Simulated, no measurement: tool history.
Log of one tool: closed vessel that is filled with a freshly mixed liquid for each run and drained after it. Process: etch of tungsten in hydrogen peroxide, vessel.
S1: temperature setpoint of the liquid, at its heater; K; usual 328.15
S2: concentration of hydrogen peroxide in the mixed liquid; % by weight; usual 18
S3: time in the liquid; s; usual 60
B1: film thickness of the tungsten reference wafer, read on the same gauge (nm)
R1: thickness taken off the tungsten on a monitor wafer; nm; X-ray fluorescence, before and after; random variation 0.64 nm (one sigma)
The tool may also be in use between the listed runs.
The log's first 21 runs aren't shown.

{"run": 22, "hour": 1076.2, "S1": 328.15, "S2": 18, "S3": 60, "B1": 109.8, "R1": 168.48}
{"run": 23, "hour": 1143.3, "S1": 324.65, "S2": 18, "S3": 85, "B1": 109.71, "R1": 193.37}
{"run": 24, "hour": 1203.5, "S1": 328.15, "S2": 18, "S3": 60, "B1": 109.65, "R1": 166.63}
{"run": 25, "hour": 1247.1, "S1": 332.15, "S2": 18, "S3": 30, "B1": 109.58, "R1": 105.92}
{"run": 26, "hour": 1273.3, "S1": 328.15, "S2": 18, "S3": 60, "B1": 109.56, "R1": 166.71}
{"run": 27, "hour": 1320.9, "S1": 328.15, "S2": 15.5, "S3": 75, "B1": 109.47, "R1": 195.4}
{"run": 28, "hour": 1378.3, "S1": 331.65, "S2": 14, "S3": 60, "B1": 109.43, "R1": 180.52}
{"run": 29, "hour": 1538.6, "S1": 319.15, "S2": 20.5, "S3": 45, "B1": 109.21, "R1": 76.69}
{"hour": 1587.2, "done": "peroxide flow meter replaced"}
{"run": 30, "hour": 1608.3, "S1": 328.15, "S2": 23.5, "S3": 60, "B1": 109.12, "R1": 190.81}

4 ways to go on from here, each from the tool as it stands after run 30. What would each give?
{"run": "A", "hour": 1609.0, "S1": 318.65, "S2": 18, "S3": 60, "B1": "?", "R1": "?"}
{"run": "B", "hour": 1609.0, "S1": 328.15, "S2": 16, "S3": 75, "B1": "?", "R1": "?"}
{"run": "C", "hour": 1609.0, "S1": 330.65, "S2": 16, "S3": 95, "B1": "?", "R1": "?"}
{"run": "D", "hour": 1609.0, "S1": 321.15, "S2": 18, "S3": 60, "B1": "?", "R1": "?"}

run=A B1=109.12 R1=93.18
run=B B1=109.12 R1=196.1
run=C B1=109.12 R1=287.74
run=D B1=109.12 R1=108.9
Without the tool's hidden state the same runs would have given:
run=A R1=93.92
run=B R1=197.67
run=C R1=290.04
run=D R1=109.77
